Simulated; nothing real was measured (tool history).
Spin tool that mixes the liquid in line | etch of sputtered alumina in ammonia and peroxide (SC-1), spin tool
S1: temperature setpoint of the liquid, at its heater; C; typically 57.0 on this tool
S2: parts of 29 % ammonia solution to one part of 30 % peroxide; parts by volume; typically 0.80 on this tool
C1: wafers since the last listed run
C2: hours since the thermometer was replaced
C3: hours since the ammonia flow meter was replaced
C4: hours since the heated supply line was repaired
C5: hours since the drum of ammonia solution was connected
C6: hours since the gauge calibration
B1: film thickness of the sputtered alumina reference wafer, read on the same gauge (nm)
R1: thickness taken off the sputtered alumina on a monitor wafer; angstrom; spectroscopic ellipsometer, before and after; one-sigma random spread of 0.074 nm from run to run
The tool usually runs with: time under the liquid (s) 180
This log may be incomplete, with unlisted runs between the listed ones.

Run 1, hour 0.0: usual settings; C1 0; C2 1605.8; C3 1756.3; C4 2985.6; C5 91.8; C6 1454.6; B1 100.04. Result: R1 73.6 angstrom.
At hour 3.1: ammonia flow meter replaced.
Run 2, hour 42.6: usual settings; C1 244; C2 1648.4; C3 39.5; C4 3028.2; C5 134.4; C6 1497.2; B1 100.01. Result: R1 72.7 angstrom.
Run 3, hour 285.0: usual settings but S2 0.55 parts by volume; C1 1422; C2 1890.8; C3 281.9; C4 3270.6; C5 376.8; C6 1739.6; B1 100.03. Result: R1 69.2 angstrom.
Run 4, hour 378.3: usual settings; C1 547; C2 1984.1; C3 375.2; C4 3363.9; C5 470.1; C6 1832.9; B1 99.97. Result: R1 72.6 angstrom.
At hour 422.3: new drum of ammonia solution connected.
Run 5, hour 480.3: usual settings but time under the liquid (s) 215; C1 592; C2 2086.1; C3 477.2; C4 3465.9; C5 58.0; C6 1934.9; B1 99.97. Result: R1 86.5 angstrom.
Run 6, hour 572.5: usual settings but time under the liquid (s) 215; C1 541; C2 2178.3; C3 569.4; C4 3558.1; C5 150.2; C6 2027.1; B1 99.96. Result: R1 85.4 angstrom.
At hour 670.6: thermometer replaced.
Run 7, hour 679.2: usual settings but time under the liquid (s) 215; C1 620; C2 8.6; C3 676.1; C4 3664.8; C5 256.9; C6 2133.8; B1 100.01. Result: R1 93.7 angstrom.
Run 8, hour 766.5: usual settings but S1 52.0 C, time under the liquid (s) 260; C1 512; C2 95.9; C3 763.4; C4 3752.1; C5 344.2; C6 2221.1; B1 99.97. Result: R1 87.5 angstrom.
Run 9, hour 829.3: usual settings but S1 52.0 C, time under the liquid (s) 260; C1 368; C2 158.7; C3 826.2; C4 3814.9; C5 407.0; C6 2283.9; B1 100.00. Result: R1 86.6 angstrom.
At hour 883.7: new drum of ammonia solution connected.
Run 10, hour 918.0: usual settings but S2 0.50 parts by volume, time under the liquid (s) 105; C1 514; C2 247.4; C3 914.9; C4 3903.6; C5 34.3; C6 2372.6; B1 99.99. Result: R1 43.1 angstrom.
At hour 925.7: heated supply line repaired.
Run 11, hour 955.2: usual settings but S1 60.0 C, S2 0.70 parts by volume, time under the liquid (s) 145; C1 212; C2 284.6; C3 952.1; C4 29.5; C5 71.5; C6 2409.8; B1 100.00. Result: R1 72.8 angstrom.
Run 12, hour 1060.3: usual settings; C1 616; C2 389.7; C3 1057.2; C4 134.6; C5 176.6; C6 2514.9; B1 99.99. Result: R1 77.0 angstrom.
Run 13, hour 1119.8: usual settings but S2 0.65 parts by volume, time under the liquid (s) 115; C1 349; C2 449.2; C3 1116.7; C4 194.1; C5 236.1; C6 2574.4; B1 100.03. Result: R1 47.4 angstrom.
Run 14, hour 1169.5: usual settings; C1 291; C2 498.9; C3 1166.4; C4 243.8; C5 285.8; C6 2624.1; B1 100.01. Result: R1 76.9 angstrom.
Run 15, hour 1239.1: usual settings but S1 51.5 C, S2 1.20 parts by volume, time under the liquid (s) 150; C1 408; C2 568.5; C3 1236.0; C4 313.4; C5 355.4; C6 2693.7; B1 99.99. Result: R1 49.7 angstrom.
Run 16, hour 1320.5: usual settings but time under the liquid (s) 240; C1 477; C2 649.9; C3 1317.4; C4 394.8; C5 436.8; C6 2775.1; B1 99.96. Result: R1 101.9 angstrom.
At hour 1353.5: new drum of ammonia solution connected.
Run 17, hour 1419.2: usual settings but S1 51.0 C, S2 1.10 parts by volume, time under the liquid (s) 145; C1 573; C2 748.6; C3 1416.1; C4 493.5; C5 65.7; C6 2873.8; B1 100.02. Result: R1 46.1 angstrom.
Run 18, hour 1513.9: usual settings; C1 555; C2 843.3; C3 1510.8; C4 588.2; C5 160.4; C6 2968.5; B1 99.96. Result: R1 74.8 angstrom.
At hour 1578.8: gauge calibrated.
At hour 1676.3: ammonia flow meter replaced.
Run 19, hour 1736.3: usual settings but S1 49.5 C, S2 0.70 parts by volume, time under the liquid (s) 135; C1 1299; C2 1065.7; C3 60.0; C4 810.6; C5 382.8; C6 157.5; B1 100.00. Result: R1 36.9 angstrom.
Run 20, hour 1829.4: usual settings but S2 0.65 parts by volume, time under the liquid (s) 115; C1 546; C2 1158.8; C3 153.1; C4 903.7; C5 475.9; C6 250.6; B1 100.00. Result: R1 47.6 angstrom.
Run 21, hour 1896.6: usual settings; C1 394; C2 1226.0; C3 220.3; C4 970.9; C5 543.1; C6 317.8; B1 100.00. Result: R1 75.8 angstrom.
At hour 1900.0: new drum of ammonia solution connected.
Run 22, hour 1944.8: usual settings but S1 60.5 C, S2 0.45 parts by volume, time under the liquid (s) 265; C1 277; C2 1274.2; C3 268.5; C4 1019.1; C5 44.8; C6 366.0; B1 100.00. Result: R1 124.7 angstrom.
Run 23, hour 2049.9: usual settings; C1 616; C2 1379.3; C3 373.6; C4 1124.2; C5 149.9; C6 471.1; B1 100.01. Result: R1 74.5 angstrom.
Run 24, hour 2124.4: usual settings but S1 62.5 C, S2 0.95 parts by volume; C1 437; C2 1453.8; C3 448.1; C4 1198.7; C5 224.4; C6 545.6; B1 99.99. Result: R1 100.5 angstrom.
Run 25, hour 2185.4: usual settings but S1 61.0 C, time under the liquid (s) 220; C1 358; C2 1514.8; C3 509.1; C4 1259.7; C5 285.4; C6 606.6; B1 100.00. Result: R1 111.2 angstrom.

Hidden state, per run?
ammonia flow below the setpoint (%): 0 in every run
temperature lost on the way to the wafer (K): 0 in every run
ammonia solution weaker than its label (%): 0 in every run
gauge reads high (%): 0 in every run
H1: liquid colder than its thermometer reads (K)
run      H1
  1    1.37
  2     1.4
  3    1.59
  4    1.66
  5    1.74
  6    1.81
  7  0.0201
  8  0.0878
  9   0.136
 10   0.205
 11   0.234
 12   0.315
 13   0.362
 14     0.4
 15   0.454
 16   0.517
 17   0.594
 18   0.667
 19   0.839
 20   0.911
 21   0.963
 22       1
 23    1.08
 24    1.14
 25    1.19
